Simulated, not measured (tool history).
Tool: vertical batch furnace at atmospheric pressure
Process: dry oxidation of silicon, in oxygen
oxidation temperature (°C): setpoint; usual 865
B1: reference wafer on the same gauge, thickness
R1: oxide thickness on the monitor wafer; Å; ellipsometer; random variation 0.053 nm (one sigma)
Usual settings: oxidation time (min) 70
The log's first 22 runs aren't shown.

Run 23, hour 586.9: usual settings but oxidation time (min) 79.5; B1 19.31. Result: R1 224.7 Å.
Run 24, hour 616.2: usual settings but oxidation temperature (°C) 888; B1 19.29. Result: R1 264.1 Å.
Run 25, hour 632.3: usual settings but oxidation temperature (°C) 841, oxidation time (min) 92; B1 19.3. Result: R1 190.6 Å.
Run 26, hour 656.7: usual settings but oxidation temperature (°C) 888; B1 19.29. Result: R1 263.3 Å.
Run 27, hour 688.6: usual settings; B1 19.3. Result: R1 205.1 Å.
Run 28, hour 704: usual settings but oxidation temperature (°C) 878, oxidation time (min) 87.5; B1 19.3. Result: R1 275.9 Å.
Run 29, hour 733.6: usual settings but oxidation temperature (°C) 885, oxidation time (min) 84; B1 19.3. Result: R1 289 Å.
Run 30, hour 756: usual settings but oxidation time (min) 45.5; B1 19.3. Result: R1 150.8 Å.
Run 31, hour 778.9: usual settings but oxidation temperature (°C) 841, oxidation time (min) 53.5; B1 19.3. Result: R1 127.7 Å.
Run 32, hour 792.7: usual settings but oxidation temperature (°C) 886, oxidation time (min) 57.5; B1 19.3. Result: R1 223.4 Å.
Run 33, hour 819.9: usual settings but oxidation time (min) 58; B1 19.3. Result: R1 179.3 Å.
Run 34, hour 860.4: usual settings but oxidation temperature (°C) 844, oxidation time (min) 84.5; B1 19.29. Result: R1 184 Å.
Run 35, hour 872.5: usual settings but oxidation temperature (°C) 853, oxidation time (min) 102.5; B1 19.3. Result: R1 233.9 Å.
Run 36, hour 899.1: usual settings but oxidation time (min) 58; B1 19.3. Result: R1 178.7 Å.
Run 37, hour 933.6: usual settings; B1 19.3. Result: R1 203.7 Å.
Run 38, hour 964: usual settings but oxidation temperature (°C) 846; B1 19.29. Result: R1 163.9 Å.
Run 39, hour 988.2: usual settings but oxidation temperature (°C) 852, oxidation time (min) 36; B1 19.3. Result: R1 108.6 Å.
Run 40, hour 1021.2: usual settings but oxidation temperature (°C) 846, oxidation time (min) 86.5; B1 19.3. Result: R1 190.7 Å.

3 ways to go on from here, each from the tool as it stands after run 40. What would each give?
Run A, hour 1025.8: usual settings; B1 ?. Result: R1 ?.
Run B, hour 1025.8: usual settings but oxidation time (min) 99; B1 ?. Result: R1 ?.
Run C, hour 1025.8: usual settings but oxidation temperature (°C) 850, oxidation time (min) 39; B1 ?. Result: R1 ?.

run     B1     R1
  A  19.31  203.7
  B  19.31  259.9
  C  19.31  112.3
Without the tool's hidden state the same runs would have given:
run     R1
  A  207.9
  B  265.1
  C  114.8

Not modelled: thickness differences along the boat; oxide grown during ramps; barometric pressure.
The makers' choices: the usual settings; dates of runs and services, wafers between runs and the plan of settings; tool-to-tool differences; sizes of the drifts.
